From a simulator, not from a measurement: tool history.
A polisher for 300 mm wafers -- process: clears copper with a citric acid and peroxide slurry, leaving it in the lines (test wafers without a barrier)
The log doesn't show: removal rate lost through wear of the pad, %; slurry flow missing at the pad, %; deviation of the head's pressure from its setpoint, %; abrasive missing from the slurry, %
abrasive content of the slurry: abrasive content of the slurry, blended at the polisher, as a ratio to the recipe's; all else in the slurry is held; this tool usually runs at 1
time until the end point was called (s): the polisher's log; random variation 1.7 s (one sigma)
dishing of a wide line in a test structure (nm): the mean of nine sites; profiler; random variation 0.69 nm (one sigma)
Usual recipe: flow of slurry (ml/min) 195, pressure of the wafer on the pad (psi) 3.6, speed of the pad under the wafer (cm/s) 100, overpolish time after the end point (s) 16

run,day,flow of slurry (ml/min),pressure of the wafer on the pad (psi),speed of the pad under the wafer (cm/s),abrasive content of the slurry,overpolish time after the end point (s),wafers since the last listed run,wafers polished on this pad,hours since the slurry nozzle was cleaned,hours since the head pressure was calibrated,hours since the slurry blender was calibrated,"incoming thickness of the incoming film, nm",time until the end point was called (s),dishing of a wide line in a test structure (nm)
1,0,195,3.6,100,1,16,0,161,428.8,949.4,195.5,225.2,83.7,28.8
2,0.625,195,3.6,100,1,16,155,317,443.8,964.4,210.5,227.8,84.3,29.3
# day 0.788: slurry blender recalibrated
3,1.112,195,3.6,100,1,16,100,417,455.5,976.1,7.8,224.1,82.7,29.4
4,1.625,195,3.6,100,1,16,127,544,467.8,988.4,20.1,225.9,82,28.2
# day 3.412: head pressure recalibrated
# day 3.946: worn pad replaced by a new one
5,3.967,195,3.6,100,1,16,518,4,524,13.3,76.3,223.9,83.9,29
# day 4.108: slurry nozzle cleaned
6,4.288,195,3.6,100,1.15,16,69,74,4.3,21,84,228.6,82.9,29.8
7,4.608,195,3.6,100,1.15,16,79,153,12,28.7,91.7,227.8,82,31.4
8,5.246,195,3.6,100,1.15,16,158,311,27.3,44,107,224.5,80.4,29.5
9,5.983,195,3.6,100,1,16,182,494,45,61.7,124.7,224.9,84,29.2
10,6.65,220,3.1,110,0.8,16,165,660,61,77.7,140.7,222.9,94,24.6
11,7.208,140,3.6,100,1,19,138,798,74.4,91.1,154.1,224.5,84.9,32
12,7.75,195,3.6,100,1.15,16,134,932,87.4,104.1,167.1,223.3,79.6,29.5
13,8.325,195,3.6,84,1.1,25,142,1075,101.2,117.9,180.9,225.2,96,38.5
14,8.588,265,2.9,100,0.85,19,65,1140,107.5,124.2,187.2,226.7,105.9,27.3
# day 8.892: worn pad replaced by a new one
15,8.912,195,3.9,100,1.1,8,39,5,115.3,132,195,223.9,74,17.1
16,9.175,195,3.6,100,1,16,65,70,121.6,138.3,201.3,221.6,84.3,29.1
17,9.55,195,3.6,100,1,16,93,163,130.6,147.3,210.3,224.4,81.9,27.9
# day 9.938: slurry blender recalibrated
18,10.067,250,2.9,122,1.25,16,107,270,143,159.7,3.1,219.9,78.7,29.3
19,10.342,195,3.6,100,1,16,68,339,149.6,166.3,9.7,228.1,84.7,29.2
20,10.938,175,2.7,100,1.1,16,147,486,163.9,180.6,24,222.4,110.3,22.9
21,11.408,170,2.8,100,1,16,116,603,175.2,191.9,35.3,222.5,103.6,22.7
22,11.892,195,3.6,100,0.75,21,119,723,186.8,203.5,46.9,222.4,91.2,35.4
23,12.633,170,3,100,1,16,183,907,204.6,221.3,64.7,224.7,103.1,24.9
24,12.996,225,4.7,122,1,16,89,997,213.3,230,73.4,224.6,52.4,41.2
# day 13.483: worn pad replaced by a new one
25,13.504,145,4.5,114,1,16,84,4,225.5,242.2,85.6,222.6,62.1,36.1
26,13.912,195,3.6,100,1,16,101,106,235.3,252,95.4,228.3,88.1,27.7
27,14.254,195,4.1,134,1,12,84,191,243.5,260.2,103.6,226.3,57.6,30.2
28,14.792,195,3.6,100,1,16,133,324,256.4,273.1,116.5,228.2,85.4,28.6
29,15.558,195,3.6,100,0.7,21,190,514,274.8,291.5,134.9,223.5,89.6,32.6

Forecast each of these 4 alternatives for the next run:
A,15.575,195,3.6,100,0.7,16,4,518,275.2,291.9,135.3,222.2,?,?
B,15.575,195,3.6,114,1,16,4,518,275.2,291.9,135.3,222.2,?,?
C,15.575,235,4.4,100,1,16,4,518,275.2,291.9,135.3,222.2,?,?
D,15.575,250,2.8,100,1.15,12,4,518,275.2,291.9,135.3,222.2,?,?

run,time until the end point was called (s),dishing of a wide line in a test structure (nm)
A,86.2,26.4
B,71.5,31.1
C,63.8,34.7
D,95.4,18.4
Without the tool's unlogged condition, the same runs would have read:
run,time until the end point was called (s),dishing of a wide line in a test structure (nm)
A,86.2,26.4
B,71.5,31.1
C,63.8,34.7
D,95.4,18.4
